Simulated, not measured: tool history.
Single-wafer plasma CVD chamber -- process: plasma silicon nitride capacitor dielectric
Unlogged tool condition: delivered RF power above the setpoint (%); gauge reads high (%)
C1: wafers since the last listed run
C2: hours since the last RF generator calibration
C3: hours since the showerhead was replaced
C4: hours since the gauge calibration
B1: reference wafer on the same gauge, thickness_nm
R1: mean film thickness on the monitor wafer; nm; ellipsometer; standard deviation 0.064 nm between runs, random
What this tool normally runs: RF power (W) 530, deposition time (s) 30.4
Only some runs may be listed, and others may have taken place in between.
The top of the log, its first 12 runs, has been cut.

run 13 hour=221.3 | RF_power_(W)=530 deposition_time_(s)=30.4 | C1=275 C2=2090.4 C3=5152.0 C4=216.8 | B1=49.094 | R1=42.337
-- hour=249.5 showerhead replaced
run 14 hour=250.0 | RF_power_(W)=530 deposition_time_(s)=30.4 | C1=413 C2=2119.1 C3=0.5 C4=245.5 | B1=49.098 | R1=42.337
run 15 hour=251.3 | RF_power_(W)=530 deposition_time_(s)=30.4 | C1=25 C2=2120.4 C3=1.8 C4=246.8 | B1=49.108 | R1=42.424
run 16 hour=261.0 | RF_power_(W)=480 deposition_time_(s)=30.4 | C1=193 C2=2130.1 C3=11.5 C4=256.5 | B1=49.108 | R1=41.620
run 17 hour=272.1 | RF_power_(W)=530 deposition_time_(s)=30.4 | C1=221 C2=2141.2 C3=22.6 C4=267.6 | B1=49.102 | R1=42.367
-- hour=276.2 gauge calibrated
run 18 hour=281.0 | RF_power_(W)=595 deposition_time_(s)=27.5 | C1=177 C2=2150.1 C3=31.5 C4=4.8 | B1=49.109 | R1=39.375
run 19 hour=288.2 | RF_power_(W)=560 deposition_time_(s)=27.5 | C1=143 C2=2157.3 C3=38.7 C4=12.0 | B1=49.106 | R1=38.919
run 20 hour=296.2 | RF_power_(W)=530 deposition_time_(s)=30.4 | C1=159 C2=2165.3 C3=46.7 C4=20.0 | B1=49.137 | R1=42.463
-- hour=315.4 RF generator calibrated
run 21 hour=315.9 | RF_power_(W)=460 deposition_time_(s)=28.2 | C1=233 C2=0.5 C3=66.4 C4=39.7 | B1=49.087 | R1=38.370
run 22 hour=323.7 | RF_power_(W)=465 deposition_time_(s)=25.7 | C1=155 C2=8.3 C3=74.2 C4=47.5 | B1=49.089 | R1=35.106
run 23 hour=340.2 | RF_power_(W)=485 deposition_time_(s)=36.1 | C1=329 C2=24.8 C3=90.7 C4=64.0 | B1=49.078 | R1=49.522
run 24 hour=355.0 | RF_power_(W)=460 deposition_time_(s)=36.0 | C1=295 C2=39.6 C3=105.5 C4=78.8 | B1=49.074 | R1=48.810
run 25 hour=380.2 | RF_power_(W)=580 deposition_time_(s)=30.4 | C1=502 C2=64.8 C3=130.7 C4=104.0 | B1=49.111 | R1=43.247
run 26 hour=391.4 | RF_power_(W)=475 deposition_time_(s)=33.5 | C1=223 C2=76.0 C3=141.9 C4=115.2 | B1=49.093 | R1=45.887
run 27 hour=409.1 | RF_power_(W)=500 deposition_time_(s)=28.1 | C1=353 C2=93.7 C3=159.6 C4=132.9 | B1=49.092 | R1=38.782
run 28 hour=423.3 | RF_power_(W)=530 deposition_time_(s)=30.4 | C1=283 C2=107.9 C3=173.8 C4=147.1 | B1=49.104 | R1=42.470
run 29 hour=432.2 | RF_power_(W)=480 deposition_time_(s)=27.1 | C1=177 C2=116.8 C3=182.7 C4=156.0 | B1=49.107 | R1=37.118
run 30 hour=446.9 | RF_power_(W)=530 deposition_time_(s)=30.4 | C1=293 C2=131.5 C3=197.4 C4=170.7 | B1=49.122 | R1=42.561
run 31 hour=464.1 | RF_power_(W)=435 deposition_time_(s)=25.8 | C1=343 C2=148.7 C3=214.6 C4=187.9 | B1=49.129 | R1=34.638
run 32 hour=473.1 | RF_power_(W)=615 deposition_time_(s)=26.5 | C1=179 C2=157.7 C3=223.6 C4=196.9 | B1=49.113 | R1=38.252

Consider 5 possible next runs. They are alternatives, not a sequence: every one starts from the tool as it was left by run 32. What does each give?
run A hour=473.5 | RF_power_(W)=530 deposition_time_(s)=34.1 | C1=7 C2=158.1 C3=224.0 C4=197.3 | B1=? | R1=?
run B hour=473.5 | RF_power_(W)=425 deposition_time_(s)=24.9 | C1=7 C2=158.1 C3=224.0 C4=197.3 | B1=? | R1=?
run C hour=473.5 | RF_power_(W)=430 deposition_time_(s)=24.4 | C1=7 C2=158.1 C3=224.0 C4=197.3 | B1=? | R1=?
run D hour=473.5 | RF_power_(W)=560 deposition_time_(s)=34.3 | C1=7 C2=158.1 C3=224.0 C4=197.3 | B1=? | R1=?
run E hour=473.5 | RF_power_(W)=505 deposition_time_(s)=30.4 | C1=7 C2=158.1 C3=224.0 C4=197.3 | B1=? | R1=?

run=A B1=49.080 R1=47.569
run=B B1=49.080 R1=33.265
run=C B1=49.080 R1=32.669
run=D B1=49.080 R1=48.391
run=E B1=49.080 R1=41.997
The same runs, with their run-to-run variation unchanged, on a tool lacking any hidden condition would have given:
run=A R1=47.569
run=B R1=33.265
run=C R1=32.669
run=D R1=48.391
run=E R1=41.997
